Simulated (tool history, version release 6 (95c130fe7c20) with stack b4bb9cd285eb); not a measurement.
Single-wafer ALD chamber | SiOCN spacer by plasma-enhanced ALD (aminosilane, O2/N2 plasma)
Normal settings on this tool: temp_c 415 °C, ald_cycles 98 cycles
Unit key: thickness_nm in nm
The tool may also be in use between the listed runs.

run,hour,temp_c,ald_cycles,wafers since the last listed run,hours since the last thermocouple change,hours since the gauge calibration,"read-back reference wafer on the same gauge, thickness_nm",thickness_nm
1,0,415,98,0,2024.2,6,6.064,5.252
2,72.9,415,98,290,2097.1,78.9,6.032,5.232
3,153.6,415,82,321,2177.8,159.6,6.014,4.361
4,227.6,415,98,294,2251.8,233.6,5.992,5.198
5,328.5,415,98,401,2352.7,334.5,5.99,5.188
6,379.7,415,98,203,2403.9,385.7,5.983,5.179
# hour 417.1: thermocouple changed; heater temperature recalibrated
7,448.4,410,98,241,31.3,454.4,5.98,5.243
# hour 500.5: gauge calibrated
8,519.3,402,88,282,102.2,18.8,6.079,4.889
9,584.9,415,90,261,167.8,84.4,6.047,4.816
10,644.1,402,88,235,227,143.6,6.027,4.859
11,736.7,425,82,368,319.6,236.2,6.029,4.23
12,821.7,429,83,338,404.6,321.2,6.011,4.225
13,919.6,415,111,389,502.5,419.1,6.007,5.871
14,1010.4,415,98,361,593.3,509.9,5.997,5.192

4 options for the next run, each taken on its own from the tool as it stands now. Forecast them:
A,1011,415,98,2,593.9,510.5,?,?
B,1011,406,79,2,593.9,510.5,?,?
C,1011,403,98,2,593.9,510.5,?,?
D,1011,415,92,2,593.9,510.5,?,?

run,"read-back reference wafer on the same gauge, thickness_nm",thickness_nm
A,6.002,5.21
B,6.002,4.304
C,6.002,5.383
D,6.002,4.891
Take away the tool's hidden state, keep each run's random variation, and the runs would have read:
run,thickness_nm
A,5.272
B,4.356
C,5.447
D,4.949

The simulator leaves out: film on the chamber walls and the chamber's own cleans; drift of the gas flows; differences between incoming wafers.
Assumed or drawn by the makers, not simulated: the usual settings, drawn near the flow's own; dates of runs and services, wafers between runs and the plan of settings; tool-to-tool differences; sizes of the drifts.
